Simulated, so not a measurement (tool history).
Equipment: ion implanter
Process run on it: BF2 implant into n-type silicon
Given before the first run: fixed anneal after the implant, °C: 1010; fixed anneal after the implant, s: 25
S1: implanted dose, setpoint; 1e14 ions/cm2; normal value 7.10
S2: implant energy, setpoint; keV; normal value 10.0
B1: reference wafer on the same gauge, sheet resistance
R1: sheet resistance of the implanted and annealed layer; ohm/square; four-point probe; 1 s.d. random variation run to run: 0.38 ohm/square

run,hour,S1,S2,B1,R1
1,0.0,7.10,11.5,225.06,240.69
# hour 12.7: gauge calibrated
2,40.0,7.10,11.5,224.98,240.50
3,53.0,7.10,11.5,225.01,240.10
4,61.0,7.65,10.0,225.08,240.63
5,72.8,7.65,10.0,225.01,240.49
6,82.7,7.10,8.5,225.02,263.02
7,94.9,7.10,8.5,225.03,262.50
8,108.7,7.10,8.5,225.01,262.17
# hour 123.5: Faraday cup replaced and dose calibrated
9,124.0,7.10,10.0,224.90,249.73
10,128.1,7.10,10.0,225.00,250.09
11,138.2,7.10,12.0,224.89,237.07
# hour 148.7: extraction supply calibrated
12,149.2,7.10,12.0,224.97,237.53
13,198.6,8.98,8.0,225.06,236.32
14,206.4,8.23,10.0,225.03,231.76
# hour 211.9: gauge calibrated
15,216.2,8.81,11.5,225.11,215.24
16,254.4,7.10,11.0,225.02,242.82
17,262.9,6.44,7.5,225.03,287.81
18,304.6,7.10,10.0,225.08,249.41
19,315.3,5.53,9.0,225.03,296.82
20,322.2,8.32,11.0,224.99,224.52

3 options for the next run, each taken on its own from the tool as it stands now. Forecast them:
A,322.6,6.34,10.0,?,?
B,322.6,5.42,11.5,?,?
C,322.6,5.08,12.5,?,?

run,B1,R1
A,224.97,265.63
B,224.97,278.67
C,224.97,283.09
The same runs, with their run-to-run variation unchanged, on a tool lacking any hidden condition would have given:
run,R1
A,265.63
B,278.67
C,283.09
